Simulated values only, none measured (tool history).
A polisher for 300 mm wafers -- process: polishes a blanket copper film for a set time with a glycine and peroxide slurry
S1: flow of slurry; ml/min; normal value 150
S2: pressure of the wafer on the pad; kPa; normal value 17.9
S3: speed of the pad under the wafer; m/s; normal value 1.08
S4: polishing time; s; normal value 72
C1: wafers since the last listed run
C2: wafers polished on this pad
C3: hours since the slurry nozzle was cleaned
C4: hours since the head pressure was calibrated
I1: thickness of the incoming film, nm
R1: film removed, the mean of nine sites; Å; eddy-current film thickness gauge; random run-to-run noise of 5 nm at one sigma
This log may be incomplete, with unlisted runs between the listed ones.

| run | hour | S1 | S2 | S3 | S4 | C1 | C2 | C3 | C4 | I1 | R1 |
|---|---|---|---|---|---|---|---|---|---|---|---|
| 1 | 0 | 150 | 17.9 | 1.08 | 72 | 0 | 48 | 10.9 | 264.3 | 1145.8 | 3444 |
| 2 | 16 | 150 | 17.9 | 1.08 | 72 | 125 | 173 | 26.9 | 280.3 | 1145.2 | 3394 |
| 3 | 31.6 | 150 | 17.9 | 1.08 | 72 | 122 | 295 | 42.5 | 295.9 | 1129.7 | 3445 |
| 4 | 45.3 | 150 | 17.9 | 1.08 | 72 | 107 | 403 | 56.2 | 309.6 | 1130.2 | 3501 |
|  | 72.3 | head pressure recalibrated |
| 5 | 72.8 | 150 | 17.9 | 1.08 | 72 | 199 | 602 | 83.7 | 0.5 | 1143.5 | 3516 |
| 6 | 99.7 | 150 | 15.9 | 1.08 | 72 | 210 | 813 | 110.6 | 27.4 | 1134.8 | 3115 |
|  | 109.9 | worn pad replaced by a new one |
| 7 | 134.4 | 150 | 15.9 | 1.08 | 72 | 240 | 192 | 145.3 | 62.1 | 1132.1 | 3120 |
| 8 | 170.3 | 150 | 15.9 | 1.08 | 72 | 280 | 472 | 181.2 | 98 | 1129 | 3002 |
| 9 | 201.3 | 150 | 17.9 | 1.08 | 72 | 242 | 715 | 212.2 | 129 | 1113.2 | 3362 |
|  | 221.6 | worn pad replaced by a new one |
| 10 | 222.1 | 150 | 17.9 | 1.08 | 72 | 131 | 4 | 233 | 149.8 | 1150.4 | 3308 |
| 11 | 242.6 | 150 | 17.9 | 1.08 | 72 | 160 | 164 | 253.5 | 170.3 | 1130.3 | 3404 |
| 12 | 254.9 | 150 | 17.9 | 1.08 | 72 | 96 | 260 | 265.8 | 182.6 | 1130.6 | 3379 |
| 13 | 280.7 | 115 | 20.7 | 1.08 | 72 | 201 | 462 | 291.6 | 208.4 | 1122 | 3614 |
| 14 | 293.3 | 150 | 17.9 | 1.08 | 72 | 98 | 561 | 304.2 | 221 | 1141.7 | 3253 |
| 15 | 313.7 | 150 | 17.9 | 1.08 | 72 | 159 | 720 | 324.6 | 241.4 | 1136.2 | 3195 |
| 16 | 333.5 | 105 | 24.1 | 0.72 | 62 | 154 | 875 | 344.4 | 261.2 | 1128.5 | 2481 |
|  | 335 | slurry nozzle cleaned |
|  | 349.1 | worn pad replaced by a new one |
| 17 | 362.7 | 150 | 13.8 | 0.72 | 72 | 189 | 106 | 27.7 | 290.4 | 1137.9 | 2075 |
| 18 | 376.1 | 135 | 17.9 | 1.08 | 72 | 104 | 211 | 41.1 | 303.8 | 1125.7 | 3482 |
| 19 | 399.8 | 150 | 14.5 | 0.76 | 72 | 185 | 396 | 64.8 | 327.5 | 1123.4 | 2207 |
|  | 404.3 | head pressure recalibrated |
| 20 | 428.1 | 150 | 11.7 | 1.08 | 58 | 205 | 602 | 93.1 | 23.8 | 1124.6 | 1991 |
| 21 | 461.1 | 180 | 17.9 | 1.08 | 63 | 258 | 860 | 126.1 | 56.8 | 1127.9 | 3084 |
|  | 481.3 | worn pad replaced by a new one |
| 22 | 487.5 | 150 | 17.9 | 1.38 | 51 | 175 | 48 | 152.5 | 83.2 | 1130.5 | 2971 |
| 23 | 505 | 150 | 17.9 | 0.78 | 72 | 136 | 185 | 170 | 100.7 | 1135.6 | 2575 |
| 24 | 523.2 | 105 | 15.9 | 1.22 | 96 | 142 | 328 | 188.2 | 118.9 | 1129.4 | 4300 |
| 25 | 544.1 | 150 | 17.9 | 0.98 | 53 | 163 | 491 | 209.1 | 139.8 | 1120.5 | 2277 |
| 26 | 570.2 | 150 | 17.9 | 1.08 | 72 | 204 | 695 | 235.2 | 165.9 | 1136.1 | 3347 |
| 27 | 602.5 | 150 | 17.9 | 1.08 | 72 | 252 | 948 | 267.5 | 198.2 | 1133.6 | 3325 |
| 28 | 616.1 | 150 | 17.9 | 0.94 | 72 | 106 | 1055 | 281.1 | 211.8 | 1121.8 | 2897 |
|  | 625.1 | worn pad replaced by a new one |
| 29 | 651.6 | 110 | 13.1 | 0.84 | 52 | 246 | 207 | 316.6 | 247.3 | 1142 | 1499 |

Below are 4 alternative next runs, each starting from the tool's condition after run 29. Predict each:
| A | 652.1 | 120 | 17.9 | 1.08 | 72 | 3 | 211 | 317.1 | 247.8 | 1108 | ? |
| B | 652.1 | 150 | 17.9 | 1.32 | 72 | 3 | 211 | 317.1 | 247.8 | 1108 | ? |
| C | 652.1 | 185 | 17.9 | 1.22 | 89 | 3 | 211 | 317.1 | 247.8 | 1108 | ? |
| D | 652.1 | 170 | 20.7 | 0.78 | 96 | 3 | 211 | 317.1 | 247.8 | 1108 | ? |

| run | R1 |
|---|---|
| A | 3220 |
| B | 3932 |
| C | 4677 |
| D | 3886 |
With the hidden condition removed and each run's random variation left untouched, the same runs would have given:
| run | R1 |
|---|---|
| A | 3409 |
| B | 4136 |
| C | 4890 |
| D | 4073 |

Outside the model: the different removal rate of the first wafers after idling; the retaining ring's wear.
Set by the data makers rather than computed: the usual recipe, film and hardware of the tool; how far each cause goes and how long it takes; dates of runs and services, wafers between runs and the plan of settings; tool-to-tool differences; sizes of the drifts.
